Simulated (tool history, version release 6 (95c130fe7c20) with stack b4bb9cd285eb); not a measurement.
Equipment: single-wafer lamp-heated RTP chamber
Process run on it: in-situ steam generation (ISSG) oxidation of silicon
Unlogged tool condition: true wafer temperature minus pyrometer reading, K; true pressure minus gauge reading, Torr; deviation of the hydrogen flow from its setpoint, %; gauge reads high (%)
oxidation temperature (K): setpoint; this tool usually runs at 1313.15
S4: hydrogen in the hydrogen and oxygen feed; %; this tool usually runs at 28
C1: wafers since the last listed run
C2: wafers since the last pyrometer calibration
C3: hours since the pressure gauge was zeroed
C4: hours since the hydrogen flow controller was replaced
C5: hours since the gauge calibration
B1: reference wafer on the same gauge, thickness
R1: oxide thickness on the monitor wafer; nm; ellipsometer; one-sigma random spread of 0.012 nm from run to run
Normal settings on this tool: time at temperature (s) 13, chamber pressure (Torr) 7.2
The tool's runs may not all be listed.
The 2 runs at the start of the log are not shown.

run 3 hour=64.2 | oxidation_temperature_(K)=1313.15 time_at_temperature_(s)=13 chamber_pressure_(Torr)=7.2 S4=28 | C1=444 C2=6534 C3=2830.2 C4=4336.2 C5=945.1 | B1=6.182 | R1=6.196
run 4 hour=108.6 | oxidation_temperature_(K)=1313.15 time_at_temperature_(s)=13 chamber_pressure_(Torr)=7.2 S4=28 | C1=690 C2=7224 C3=2874.6 C4=4380.6 C5=989.5 | B1=6.182 | R1=6.197
-- hour=157.6 pyrometer window cleaned and pyrometer calibrated
run 5 hour=165.6 | oxidation_temperature_(K)=1313.15 time_at_temperature_(s)=13 chamber_pressure_(Torr)=7.2 S4=28 | C1=761 C2=124 C3=2931.6 C4=4437.6 C5=1046.5 | B1=6.178 | R1=6.097
run 6 hour=194.4 | oxidation_temperature_(K)=1313.15 time_at_temperature_(s)=11 chamber_pressure_(Torr)=7.2 S4=28 | C1=447 C2=572 C3=2960.4 C4=4466.4 C5=1075.3 | B1=6.179 | R1=5.653
run 7 hour=256.4 | oxidation_temperature_(K)=1299.15 time_at_temperature_(s)=13 chamber_pressure_(Torr)=7.2 S4=28 | C1=963 C2=1536 C3=3022.4 C4=4528.4 C5=1137.3 | B1=6.18 | R1=5.75
run 8 hour=296.4 | oxidation_temperature_(K)=1299.15 time_at_temperature_(s)=13 chamber_pressure_(Torr)=7.2 S4=28 | C1=621 C2=2158 C3=3062.4 C4=4568.4 C5=1177.3 | B1=6.178 | R1=5.748
run 9 hour=360.7 | oxidation_temperature_(K)=1313.15 time_at_temperature_(s)=13 chamber_pressure_(Torr)=7.8 S4=28 | C1=999 C2=3157 C3=3126.7 C4=4632.7 C5=1241.6 | B1=6.178 | R1=6.138
-- hour=560 pyrometer window cleaned and pyrometer calibrated
run 10 hour=560.5 | oxidation_temperature_(K)=1313.15 time_at_temperature_(s)=13 chamber_pressure_(Torr)=7.8 S4=28 | C1=2981 C2=8 C3=3326.5 C4=4832.5 C5=1441.4 | B1=6.18 | R1=6.109
run 11 hour=596.8 | oxidation_temperature_(K)=1313.15 time_at_temperature_(s)=13 chamber_pressure_(Torr)=7.8 S4=28 | C1=564 C2=572 C3=3362.8 C4=4868.8 C5=1477.7 | B1=6.18 | R1=6.108
run 12 hour=623.6 | oxidation_temperature_(K)=1303.15 time_at_temperature_(s)=17 chamber_pressure_(Torr)=7.2 S4=28 | C1=416 C2=989 C3=3389.6 C4=4895.6 C5=1504.5 | B1=6.179 | R1=6.644
run 13 hour=674.3 | oxidation_temperature_(K)=1303.15 time_at_temperature_(s)=17 chamber_pressure_(Torr)=7.2 S4=28 | C1=788 C2=1777 C3=3440.3 C4=4946.3 C5=1555.2 | B1=6.181 | R1=6.639
run 14 hour=710.1 | oxidation_temperature_(K)=1297.15 time_at_temperature_(s)=10 chamber_pressure_(Torr)=7.2 S4=31 | C1=556 C2=2334 C3=3476.1 C4=4982.1 C5=1591 | B1=6.18 | R1=5.246
run 15 hour=776.9 | oxidation_temperature_(K)=1331.15 time_at_temperature_(s)=13 chamber_pressure_(Torr)=7.2 S4=19 | C1=1038 C2=3372 C3=3542.9 C4=5048.9 C5=1657.8 | B1=6.183 | R1=6.047
-- hour=840.5 pressure gauge zeroed
run 16 hour=841 | oxidation_temperature_(K)=1304.15 time_at_temperature_(s)=11 chamber_pressure_(Torr)=7.2 S4=21 | C1=872 C2=4244 C3=0.5 C4=5113 C5=1721.9 | B1=6.182 | R1=5.058
run 17 hour=891 | oxidation_temperature_(K)=1313.15 time_at_temperature_(s)=13 chamber_pressure_(Torr)=7.2 S4=28 | C1=777 C2=5022 C3=50.5 C4=5163 C5=1771.9 | B1=6.18 | R1=6.153
run 18 hour=939.7 | oxidation_temperature_(K)=1323.15 time_at_temperature_(s)=17 chamber_pressure_(Torr)=6.9 S4=21 | C1=757 C2=5779 C3=99.2 C4=5211.7 C5=1820.6 | B1=6.179 | R1=6.833
run 19 hour=974.4 | oxidation_temperature_(K)=1294.15 time_at_temperature_(s)=13 chamber_pressure_(Torr)=6.9 S4=32 | C1=539 C2=6318 C3=133.9 C4=5246.4 C5=1855.3 | B1=6.181 | R1=5.923
-- hour=1013.9 pyrometer window cleaned and pyrometer calibrated
-- hour=1101.1 gauge calibrated
run 20 hour=1125.7 | oxidation_temperature_(K)=1298.15 time_at_temperature_(s)=13 chamber_pressure_(Torr)=7.2 S4=28 | C1=2227 C2=1737 C3=285.2 C4=5397.7 C5=24.6 | B1=6.18 | R1=5.754
run 21 hour=1186.2 | oxidation_temperature_(K)=1313.15 time_at_temperature_(s)=13 chamber_pressure_(Torr)=7.2 S4=28 | C1=940 C2=2678 C3=345.7 C4=5458.2 C5=85.1 | B1=6.18 | R1=6.154
-- hour=1254.9 hydrogen flow controller replaced
run 22 hour=1255.4 | oxidation_temperature_(K)=1328.15 time_at_temperature_(s)=13 chamber_pressure_(Torr)=7.2 S4=23 | C1=951 C2=3630 C3=414.9 C4=0.5 C5=154.3 | B1=6.179 | R1=6.26
run 23 hour=1390.4 | oxidation_temperature_(K)=1313.15 time_at_temperature_(s)=13 chamber_pressure_(Torr)=7.2 S4=28 | C1=2098 C2=5728 C3=549.9 C4=135.5 C5=289.3 | B1=6.184 | R1=6.166
-- hour=1400.5 pyrometer window cleaned and pyrometer calibrated
run 24 hour=1429.6 | oxidation_temperature_(K)=1313.15 time_at_temperature_(s)=13 chamber_pressure_(Torr)=7.2 S4=28 | C1=485 C2=452 C3=589.1 C4=174.7 C5=328.5 | B1=6.177 | R1=6.114
run 25 hour=1467.7 | oxidation_temperature_(K)=1313.15 time_at_temperature_(s)=10 chamber_pressure_(Torr)=7.2 S4=28 | C1=592 C2=1045 C3=627.2 C4=212.8 C5=366.6 | B1=6.182 | R1=5.409

For run 26, what comes out?
run 26 hour=1509.8 | oxidation_temperature_(K)=1313.15 time_at_temperature_(s)=17 chamber_pressure_(Torr)=7.2 S4=28 | C1=654 C2=1699 C3=669.3 C4=254.9 C5=408.7 | B1=? | R1=?

{"run 26": {"B1": 6.179, "R1": 6.97}}
Without the tool's hidden state the same run would have given R1 6.945 nm.
